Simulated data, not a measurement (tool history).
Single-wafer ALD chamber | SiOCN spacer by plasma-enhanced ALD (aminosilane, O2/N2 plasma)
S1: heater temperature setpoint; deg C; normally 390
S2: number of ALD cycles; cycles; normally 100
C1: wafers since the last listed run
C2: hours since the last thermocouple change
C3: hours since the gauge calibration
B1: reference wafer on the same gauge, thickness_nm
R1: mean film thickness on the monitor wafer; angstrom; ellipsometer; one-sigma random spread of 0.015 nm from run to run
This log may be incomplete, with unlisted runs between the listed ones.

{"run": 1, "hour": 0.0, "S1": 390, "S2": 91, "C1": 0, "C2": 2642.7, "C3": 176.7, "B1": 5.552, "R1": 57.33}
{"run": 2, "hour": 17.4, "S1": 390, "S2": 91, "C1": 30, "C2": 2660.1, "C3": 194.1, "B1": 5.546, "R1": 57.5}
{"run": 3, "hour": 35.8, "S1": 390, "S2": 91, "C1": 32, "C2": 2678.5, "C3": 212.5, "B1": 5.549, "R1": 57.64}
{"hour": 56.3, "done": "gauge calibrated"}
{"run": 4, "hour": 58.0, "S1": 390, "S2": 87, "C1": 38, "C2": 2700.7, "C3": 1.7, "B1": 5.554, "R1": 54.83}
{"run": 5, "hour": 75.2, "S1": 379, "S2": 100, "C1": 29, "C2": 2717.9, "C3": 18.9, "B1": 5.544, "R1": 63.17}
{"run": 6, "hour": 100.9, "S1": 379, "S2": 100, "C1": 44, "C2": 2743.6, "C3": 44.6, "B1": 5.545, "R1": 63.02}
{"run": 7, "hour": 133.0, "S1": 390, "S2": 111, "C1": 55, "C2": 2775.7, "C3": 76.7, "B1": 5.551, "R1": 70.11}
{"run": 8, "hour": 153.8, "S1": 390, "S2": 111, "C1": 36, "C2": 2796.5, "C3": 97.5, "B1": 5.55, "R1": 70.07}
{"run": 9, "hour": 169.7, "S1": 390, "S2": 100, "C1": 27, "C2": 2812.4, "C3": 113.4, "B1": 5.547, "R1": 63.23}
{"run": 10, "hour": 200.3, "S1": 390, "S2": 90, "C1": 53, "C2": 2843, "C3": 144, "B1": 5.544, "R1": 56.83}
{"run": 11, "hour": 225.6, "S1": 394, "S2": 110, "C1": 44, "C2": 2868.3, "C3": 169.3, "B1": 5.548, "R1": 69.45}
{"run": 12, "hour": 238.4, "S1": 390, "S2": 100, "C1": 22, "C2": 2881.1, "C3": 182.1, "B1": 5.555, "R1": 63.13}
{"run": 13, "hour": 263.6, "S1": 400, "S2": 100, "C1": 43, "C2": 2906.3, "C3": 207.3, "B1": 5.552, "R1": 63.14}
{"hour": 281.1, "done": "gauge calibrated"}
{"hour": 288.4, "done": "thermocouple changed; heater temperature recalibrated"}
{"run": 14, "hour": 288.9, "S1": 396, "S2": 113, "C1": 30, "C2": 0.5, "C3": 7.8, "B1": 5.551, "R1": 71.12}
{"run": 15, "hour": 310.9, "S1": 390, "S2": 106, "C1": 38, "C2": 22.5, "C3": 29.8, "B1": 5.553, "R1": 66.86}
{"run": 16, "hour": 338.7, "S1": 376, "S2": 109, "C1": 48, "C2": 50.3, "C3": 57.6, "B1": 5.555, "R1": 68.79}
{"run": 17, "hour": 353.9, "S1": 377, "S2": 109, "C1": 26, "C2": 65.5, "C3": 72.8, "B1": 5.546, "R1": 68.89}
{"run": 18, "hour": 381.5, "S1": 377, "S2": 109, "C1": 48, "C2": 93.1, "C3": 100.4, "B1": 5.553, "R1": 68.76}

Consider 3 possible next runs. They are alternatives, not a sequence: every one starts from the tool as it was left by run 18. What does each give?
{"run": "A", "hour": 382.1, "S1": 390, "S2": 100, "C1": 1, "C2": 93.7, "C3": 101, "B1": "?", "R1": "?"}
{"run": "B", "hour": 382.1, "S1": 390, "S2": 93, "C1": 1, "C2": 93.7, "C3": 101, "B1": "?", "R1": "?"}
{"run": "C", "hour": 382.1, "S1": 403, "S2": 109, "C1": 1, "C2": 93.7, "C3": 101, "B1": "?", "R1": "?"}

run=A B1=5.55 R1=62.81
run=B B1=5.55 R1=58.41
run=C B1=5.55 R1=68.17
Had the tool no hidden state, the same runs would have come out as:
run=A R1=62.81
run=B R1=58.41
run=C R1=68.17
